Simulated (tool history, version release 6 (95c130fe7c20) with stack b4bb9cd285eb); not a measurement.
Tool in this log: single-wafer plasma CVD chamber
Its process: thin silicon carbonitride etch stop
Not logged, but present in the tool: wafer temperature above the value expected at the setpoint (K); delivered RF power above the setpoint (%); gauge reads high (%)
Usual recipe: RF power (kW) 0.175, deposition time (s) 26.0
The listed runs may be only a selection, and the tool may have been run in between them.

run    hour  RF power (kW)  deposition time (s)  wafers since the last listed run  hours since the last thermocouple change  hours since the last RF generator calibration  hours since the showerhead was replaced  hours since the gauge calibration  read-back reference wafer on the same gauge, thickness_nm  mean film thickness on the monitor wafer (Å)
  1     0.0          0.150                 26.0                                 0                                     600.0                                          223.8                                   4455.7                              839.5                                                     12.100                                        136.46
  2    60.1          0.150                 26.0                              1173                                     660.1                                          283.9                                   4515.8                              899.6                                                     12.102                                        136.86
  3   102.9          0.190                 23.9                               835                                     702.9                                          326.7                                   4558.6                              942.4                                                     12.093                                        139.90
  4   160.9          0.190                 23.9                              1132                                     760.9                                          384.7                                   4616.6                             1000.4                                                     12.095                                        138.44
  5   265.5          0.190                 23.9                              2041                                     865.5                                          489.3                                   4721.2                             1105.0                                                     12.088                                        138.29
  6   552.3          0.175                 26.0                              5597                                    1152.3                                          776.1                                   5008.0                             1391.8                                                     12.119                                        145.39
  7   633.5          0.175                 26.0                              1584                                    1233.5                                          857.3                                   5089.2                             1473.0                                                     12.096                                        145.51
  8   726.6          0.175                 26.0                              1817                                    1326.6                                          950.4                                   5182.3                             1566.1                                                     12.115                                        145.39
  9   768.9          0.175                 24.5                               825                                    1368.9                                          992.7                                   5224.6                             1608.4                                                     12.083                                        137.55
      818.9  -- thermocouple changed; heater temperature recalibrated
 10   854.1          0.150                 24.3                              1506                                      35.2                                         1077.9                                   5309.8                             1693.6                                                     12.110                                        127.36
 11   920.1          0.150                 24.3                              1288                                     101.2                                         1143.9                                   5375.8                             1759.6                                                     12.111                                        128.28
 12   970.4          0.150                 24.3                               981                                     151.5                                         1194.2                                   5426.1                             1809.9                                                     12.105                                        126.95
 13  1073.8          0.175                 26.0                              2018                                     254.9                                         1297.6                                   5529.5                             1913.3                                                     12.097                                        145.54
 14  1141.6          0.175                 26.0                              1323                                     322.7                                         1365.4                                   5597.3                             1981.1                                                     12.094                                        144.81
 15  1243.5          0.175                 29.4                              1988                                     424.6                                         1467.3                                   5699.2                             2083.0                                                     12.095                                        164.12
 16  1346.9          0.175                 29.4                              2018                                     528.0                                         1570.7                                   5802.6                             2186.4                                                     12.083                                        165.51
 17  1388.3          0.175                 26.0                               808                                     569.4                                         1612.1                                   5844.0                             2227.8                                                     12.091                                        146.87
 18  1438.4          0.150                 24.3                               977                                     619.5                                         1662.2                                   5894.1                             2277.9                                                     12.090                                        128.49
 19  1526.1          0.200                 30.1                              1711                                     707.2                                         1749.9                                   5981.8                             2365.6                                                     12.085                                        178.60
 20  1575.8          0.195                 29.4                               970                                     756.9                                         1799.6                                   6031.5                             2415.3                                                     12.109                                        172.62
 21  1619.7          0.175                 26.0                               856                                     800.8                                         1843.5                                   6075.4                             2459.2                                                     12.110                                        146.21
 22  1665.5          0.195                 26.0                               893                                     846.6                                         1889.3                                   6121.2                             2505.0                                                     12.100                                        152.07
 23  1723.5          0.175                 30.9                              1132                                     904.6                                         1947.3                                   6179.2                             2563.0                                                     12.106                                        172.64
     1806.5  -- showerhead replaced
 24  1807.0          0.175                 26.0                              1473                                     988.1                                         2030.8                                      0.5                             2646.5                                                     12.127                                        145.51
 25  1867.1          0.200                 27.7                              1173                                    1048.2                                         2090.9                                     60.6                             2706.6                                                     12.111                                        163.08
 26  1912.2          0.175                 26.0                               880                                    1093.3                                         2136.0                                    105.7                             2751.7                                                     12.089                                        146.63
 27  1966.8          0.185                 29.9                              1065                                    1147.9                                         2190.6                                    160.3                             2806.3                                                     12.127                                        172.23
     2103.6  -- gauge calibrated
 28  2119.5          0.175                 26.0                              2980                                    1300.6                                         2343.3                                    313.0                               15.9                                                     12.114                                        145.69
     2144.8  -- thermocouple changed; heater temperature recalibrated
     2156.6  -- RF generator calibrated
 29  2215.2          0.210                 30.5                              1555                                      70.4                                           58.6                                    408.7                              111.6                                                     12.105                                        184.80
 30  2258.0          0.175                 26.0                               835                                     113.2                                          101.4                                    451.5                              154.4                                                     12.111                                        145.75
 31  2362.3          0.205                 26.0                              2035                                     217.5                                          205.7                                    555.8                              258.7                                                     12.106                                        155.65
 32  2405.0          0.175                 26.0                               833                                     260.2                                          248.4                                    598.5                              301.4                                                     12.098                                        144.97
 33  2442.1          0.205                 21.2                               724                                     297.3                                          285.5                                    635.6                              338.5                                                     12.085                                        126.97
 34  2658.6          0.155                 29.9                              4225                                     513.8                                          502.0                                    852.1                              555.0                                                     12.098                                        160.00
 35  2747.9          0.200                 28.6                              1742                                     603.1                                          591.3                                    941.4                              644.3                                                     12.080                                        169.13
 36  2829.1          0.210                 27.6                              1584                                     684.3                                          672.5                                   1022.6                              725.5                                                     12.107                                        168.10

For each run, what was the tool's unlogged condition?
wafer temperature above the value expected at the setpoint (K): 0, the same for each run
delivered RF power above the setpoint (%): 0, the same for each run
gauge reads high (%): 0, the same for each run
